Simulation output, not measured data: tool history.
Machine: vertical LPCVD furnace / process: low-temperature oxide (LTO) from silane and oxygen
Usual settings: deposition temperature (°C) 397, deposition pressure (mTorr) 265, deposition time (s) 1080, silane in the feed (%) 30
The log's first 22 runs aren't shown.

run	hour	deposition temperature (°C)	deposition pressure (mTorr)	deposition time (s)	silane in the feed (%)	read-back reference wafer on the same gauge, thickness	film thickness on the monitor wafer in the middle of the boat (nm)
23	1914	397	265	1080	33	151.11	158.61
24	1972.7	397	265	1080	30	150.93	137.36
25	2026.9	387	265	930	30	151.2	105.32
26	2088	397	200	750	30	150.91	72.21
27	2185.6	397	220	1380	35	151.35	182.52
28	2265.5	389	235	1290	32	150.9	146.7
29	2327.4	397	265	1080	30	150.91	137.67
30	2367.8	397	265	1080	30	150.88	137.7
31	2475.2	397	265	1080	30	150.81	139.03
32	2564.5	397	295	870	35	151.11	155.39

What if the next run were any one of these 3? Each begins from the tool's condition after run 32:
A	2567.7	397	265	1080	30	?	?
B	2567.7	397	305	810	30	?	?
C	2567.7	397	265	1350	30	?	?

run	read-back reference wafer on the same gauge, thickness	film thickness on the monitor wafer in the middle of the boat (nm)
A	150.99	138.5
B	150.99	119.56
C	150.99	173.13
Had the tool no hidden state, the same runs would have come out as:
run	film thickness on the monitor wafer in the middle of the boat (nm)
A	135.1
B	116.62
C	168.88
